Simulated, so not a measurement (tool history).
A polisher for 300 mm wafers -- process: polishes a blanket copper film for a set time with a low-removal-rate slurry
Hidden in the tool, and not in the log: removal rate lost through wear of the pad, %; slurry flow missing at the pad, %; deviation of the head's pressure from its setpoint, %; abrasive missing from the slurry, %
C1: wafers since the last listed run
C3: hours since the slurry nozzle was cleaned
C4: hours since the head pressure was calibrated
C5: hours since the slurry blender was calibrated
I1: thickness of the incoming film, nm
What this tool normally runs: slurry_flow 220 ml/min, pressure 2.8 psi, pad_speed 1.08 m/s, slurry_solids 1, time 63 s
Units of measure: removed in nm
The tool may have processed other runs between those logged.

run 1 hour=0.0 | slurry_flow=220 pressure=2.2 pad_speed=1.08 slurry_solids=1 time=63 | C1=0 wafers_polished_on_this_pad=467 C3=215.5 C4=698.7 C5=234.8 | I1=1497.9 | removed=123.6
run 2 hour=45.1 | slurry_flow=220 pressure=2.2 pad_speed=1.08 slurry_solids=1 time=63 | C1=556 wafers_polished_on_this_pad=1023 C3=260.6 C4=743.8 C5=279.9 | I1=1503.1 | removed=123.5
-- hour=67.8 slurry blender recalibrated
run 3 hour=70.8 | slurry_flow=220 pressure=2.8 pad_speed=1.08 slurry_solids=1 time=63 | C1=292 wafers_polished_on_this_pad=1315 C3=286.3 C4=769.5 C5=3.0 | I1=1515.4 | removed=153.8
run 4 hour=104.5 | slurry_flow=245 pressure=2.8 pad_speed=1.08 slurry_solids=1 time=63 | C1=415 wafers_polished_on_this_pad=1730 C3=320.0 C4=803.2 C5=36.7 | I1=1499.1 | removed=157.0
run 5 hour=131.4 | slurry_flow=245 pressure=2.8 pad_speed=1.08 slurry_solids=1 time=63 | C1=331 wafers_polished_on_this_pad=2062 C3=346.9 C4=830.1 C5=63.6 | I1=1511.3 | removed=156.3
run 6 hour=198.8 | slurry_flow=245 pressure=2.8 pad_speed=1.08 slurry_solids=1 time=63 | C1=830 wafers_polished_on_this_pad=2893 C3=414.3 C4=897.5 C5=131.0 | I1=1501.2 | removed=155.4
-- hour=256.4 worn pad replaced by a new one
run 7 hour=265.3 | slurry_flow=220 pressure=2.8 pad_speed=1.08 slurry_solids=1 time=63 | C1=770 wafers_polished_on_this_pad=109 C3=480.8 C4=964.0 C5=197.5 | I1=1464.5 | removed=150.8
run 8 hour=309.8 | slurry_flow=220 pressure=2.8 pad_speed=1.08 slurry_solids=1 time=63 | C1=548 wafers_polished_on_this_pad=658 C3=525.3 C4=1008.5 C5=242.0 | I1=1504.7 | removed=151.2
-- hour=332.9 slurry blender recalibrated
run 9 hour=365.0 | slurry_flow=220 pressure=2.8 pad_speed=1.08 slurry_solids=1 time=63 | C1=655 wafers_polished_on_this_pad=1314 C3=580.5 C4=1063.7 C5=32.1 | I1=1505.7 | removed=151.3
run 10 hour=417.9 | slurry_flow=220 pressure=2.8 pad_speed=1.08 slurry_solids=1 time=63 | C1=652 wafers_polished_on_this_pad=1966 C3=633.4 C4=1116.6 C5=85.0 | I1=1484.7 | removed=151.2
run 11 hour=452.5 | slurry_flow=220 pressure=2.8 pad_speed=1.08 slurry_solids=1 time=63 | C1=426 wafers_polished_on_this_pad=2393 C3=668.0 C4=1151.2 C5=119.6 | I1=1495.1 | removed=153.4
run 12 hour=492.2 | slurry_flow=220 pressure=2.8 pad_speed=1.08 slurry_solids=1 time=63 | C1=489 wafers_polished_on_this_pad=2882 C3=707.7 C4=1190.9 C5=159.3 | I1=1505.9 | removed=148.5
-- hour=496.4 worn pad replaced by a new one
-- hour=501.0 head pressure recalibrated
run 13 hour=519.7 | slurry_flow=220 pressure=2.8 pad_speed=1.08 slurry_solids=1 time=63 | C1=265 wafers_polished_on_this_pad=262 C3=735.2 C4=18.7 C5=186.8 | I1=1472.1 | removed=148.2
run 14 hour=562.3 | slurry_flow=185 pressure=2.8 pad_speed=1.08 slurry_solids=1 time=63 | C1=525 wafers_polished_on_this_pad=787 C3=777.8 C4=61.3 C5=229.4 | I1=1483.6 | removed=146.5

Run 15 comes next. What will it give?
-- hour=600.4 slurry blender recalibrated
run 15 hour=628.7 | slurry_flow=295 pressure=2.8 pad_speed=1.08 slurry_solids=1 time=63 | C1=793 wafers_polished_on_this_pad=1581 C3=844.2 C4=127.7 C5=28.3 | I1=1496.6 | removed=?

removed: 155.3 nm
The same run, on a tool lacking any hidden state, would have yielded removed 162.9 nm.
